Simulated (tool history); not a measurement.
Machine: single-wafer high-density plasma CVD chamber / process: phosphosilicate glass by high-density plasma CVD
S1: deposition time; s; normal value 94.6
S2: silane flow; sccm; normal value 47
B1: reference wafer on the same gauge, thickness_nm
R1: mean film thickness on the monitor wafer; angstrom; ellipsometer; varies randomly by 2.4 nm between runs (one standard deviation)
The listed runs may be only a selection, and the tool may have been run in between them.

run,day,S1,S2,B1,R1
1,0,94.6,47,484.829,4352
2,1.225,94.6,54,485.292,5024.62
3,2.558,101.3,47,484.079,4702.14
4,3.742,94.6,47,485.053,4366.05
5,7.554,94.6,42,485.535,3933.41
6,8.667,94.6,47,484.575,4392.19
7,9.808,94.6,47,485.619,4383.73
8,10.771,94.6,47,485.226,4414.57
9,11.604,89.6,47,485.114,4131.23
10,12.804,102.5,47,485.385,4721.93
11,13.629,102.5,47,485.936,4732.44
12,14.912,94.6,47,485.2,4337.51
13,15.517,94.6,47,485.545,4372.03
14,16.4,94.6,47,485.48,4341.43
15,17.662,94.6,47,485.739,4373.69
16,18.962,94.6,47,484.686,4340.29
17,20.354,107.7,47,484.631,4985.59
18,21.458,107.7,47,486.112,4937.35
19,22.354,94.6,47,484.184,4377.15
20,23.767,94.6,47,484.67,4357.37
21,24.708,94.6,47,484.802,4325.14
22,25.492,94.6,47,485.177,4381.94
23,26.254,94.6,47,485.047,4345.65
24,27.2,94.6,47,484.54,4323.47
# day 27.875: gauge calibrated
25,28.221,80.5,54,484.697,4199.67
26,31.75,94.6,47,484.795,4362.76
27,32.792,89.6,47,484.686,4142.3
28,34.146,94.6,47,484.626,4346.07
# day 35.917: silane flow controller replaced
29,35.938,94.6,47,484.087,4629.97
30,37.033,80.5,47,485.104,3977.98
31,38.45,94.6,47,485.725,4605.56
32,39.658,82.5,41,484.893,3534.06
33,40.808,94.6,47,485.225,4583.79
34,42.021,112.3,42,485.152,4857.74
35,43.479,94.6,47,484.12,4559.75
36,44.679,82,43,484.576,3621.36
37,45.417,94.6,51,483.623,4921.66
38,46.692,78.3,40,484.614,3234.89
39,47.775,110.8,44,484.642,5003.71
40,49.229,80.2,47,484.669,3853.28
41,50.554,94.6,47,485.087,4534.01
42,52.004,110.9,42,485.175,4752.38
43,53.392,87.3,44,485.257,3901.45
44,54.192,89.3,38,484.888,3474.49
45,55.154,81,43,485.188,3525.2
46,58.238,94.6,52,485.114,4971.79
47,59.562,94.6,38,486.019,3689.59

Each row is a separate what-if for the run after 47, all from the same tool condition, not one after another. Results?
A,59.579,94.6,39,?,?
B,59.579,88.3,56,?,?
C,59.579,106,44,?,?

run,B1,R1
A,484.604,3760.79
B,484.604,4957.58
C,484.604,4724.98
The same runs, with their run-to-run variation unchanged, on a tool lacking any hidden condition would have given:
run,R1
A,3865.89
B,5096.11
C,4857.02
